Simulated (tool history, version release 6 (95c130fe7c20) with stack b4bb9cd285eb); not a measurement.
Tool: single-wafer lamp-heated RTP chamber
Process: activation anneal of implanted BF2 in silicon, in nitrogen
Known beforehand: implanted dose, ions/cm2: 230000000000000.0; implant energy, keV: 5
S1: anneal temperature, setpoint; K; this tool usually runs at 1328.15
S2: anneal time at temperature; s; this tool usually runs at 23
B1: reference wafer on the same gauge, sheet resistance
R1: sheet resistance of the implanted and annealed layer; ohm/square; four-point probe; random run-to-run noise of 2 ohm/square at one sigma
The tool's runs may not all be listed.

Run 1, hour 0: usual settings; B1 686.03. Result: R1 571.72 ohm/square.
Run 2, hour 14: usual settings but S1 1339.15 K; B1 685.26. Result: R1 565.11 ohm/square.
Run 3, hour 31.7: usual settings; B1 685.4. Result: R1 571.82 ohm/square.
Run 4, hour 42.9: usual settings; B1 685.09. Result: R1 572.6 ohm/square.
Run 5, hour 55.4: usual settings; B1 686.14. Result: R1 565.72 ohm/square.
Run 6, hour 62.7: usual settings; B1 685.46. Result: R1 570.83 ohm/square.
Run 7, hour 84.1: usual settings; B1 685.44. Result: R1 569.61 ohm/square.
Run 8, hour 98.9: usual settings but S2 26 s; B1 685.86. Result: R1 563.24 ohm/square.
At hour 105.1: gauge calibrated.
Run 9, hour 106.4: usual settings; B1 686.26. Result: R1 570 ohm/square.
Run 10, hour 120.5: usual settings; B1 686.46. Result: R1 570.09 ohm/square.
Run 11, hour 135.3: usual settings; B1 685.58. Result: R1 571.05 ohm/square.
Run 12, hour 151.5: usual settings; B1 685.8. Result: R1 568.41 ohm/square.
Run 13, hour 169.2: usual settings; B1 686.05. Result: R1 571.87 ohm/square.
Run 14, hour 177.5: usual settings; B1 685.27. Result: R1 568.85 ohm/square.
Run 15, hour 191: usual settings but S1 1345.15 K, S2 11 s; B1 686.13. Result: R1 582.65 ohm/square.
Run 16, hour 203: usual settings but S1 1298.15 K, S2 18 s; B1 685.85. Result: R1 609.57 ohm/square.
Run 17, hour 209.5: usual settings but S1 1300.15 K, S2 14 s; B1 685.86. Result: R1 619 ohm/square.
Run 18, hour 221.8: usual settings but S1 1357.15 K, S2 17 s; B1 685.56. Result: R1 559.43 ohm/square.
Run 19, hour 231.5: usual settings but S1 1340.15 K, S2 17 s; B1 686.29. Result: R1 571.17 ohm/square.
At hour 250.8: reflector plate cleaned.
Run 20, hour 251.3: usual settings; B1 686.24. Result: R1 569.93 ohm/square.
Run 21, hour 269.4: usual settings but S1 1344.15 K, S2 36 s; B1 685.45. Result: R1 541.28 ohm/square.
At hour 288.2: pyrometer window cleaned and pyrometer calibrated.
Run 22, hour 288.7: usual settings; B1 686.18. Result: R1 579.68 ohm/square.
Run 23, hour 295.6: usual settings but S1 1355.15 K, S2 19 s; B1 685.31. Result: R1 569.31 ohm/square.
Run 24, hour 310.7: usual settings but S1 1336.15 K, S2 15 s; B1 685.65. Result: R1 589.21 ohm/square.
Run 25, hour 325.1: usual settings but S1 1355.15 K, S2 34 s; B1 686.18. Result: R1 544.25 ohm/square.
Run 26, hour 331.5: usual settings; B1 685.5. Result: R1 575.3 ohm/square.
Run 27, hour 342.5: usual settings; B1 686.86. Result: R1 575.19 ohm/square.
Run 28, hour 352.4: usual settings; B1 685.91. Result: R1 577.76 ohm/square.
Run 29, hour 361.4: usual settings; B1 685.85. Result: R1 570.92 ohm/square.
Run 30, hour 369.7: usual settings; B1 685.96. Result: R1 574.9 ohm/square.
Run 31, hour 383.3: usual settings but S1 1343.15 K, S2 17 s; B1 685.62. Result: R1 572.21 ohm/square.
Run 32, hour 395.2: usual settings but S1 1336.15 K, S2 27 s; B1 686.32. Result: R1 562.25 ohm/square.
Run 33, hour 409.2: usual settings but S1 1356.15 K, S2 17 s; B1 685.86. Result: R1 567.67 ohm/square.
Run 34, hour 418: usual settings but S1 1319.15 K, S2 17 s; B1 686.71. Result: R1 591.7 ohm/square.
Run 35, hour 429.8: usual settings but S2 29 s; B1 685.6. Result: R1 563.55 ohm/square.
Run 36, hour 442.4: usual settings; B1 686.15. Result: R1 571.66 ohm/square.

Some steps in R1 between neighbouring runs. How much of each would the tool show without its hidden state too (settings, what came in, random variation), and how much is left for the hidden state, with any gauge scatter that isn't in both results?
Unlogged tool condition in this case: true wafer temperature minus pyrometer reading, K; wafer temperature error from the tarnished reflector plate, K; gauge reads high (%).
Run 15 -> 16: S1 1345.15 -> 1298.15, S2 11 -> 18. R1 +26.92 ohm/square: hidden state -15.89, all else +42.81.
Run 17 -> 18: S1 1300.15 -> 1357.15, S2 14 -> 17. R1 -59.57 ohm/square: hidden state +17.97, all else -77.54.
Run 21 -> 22: S1 1344.15 -> 1328.15, S2 36 -> 23, pyrometer window cleaned and pyrometer calibrated. R1 +38.4 ohm/square: hidden state +10.28, all else +28.12.
Run 24 -> 25: S1 1336.15 -> 1355.15, S2 15 -> 34. R1 -44.96 ohm/square: hidden state -0.38, all else -44.58.
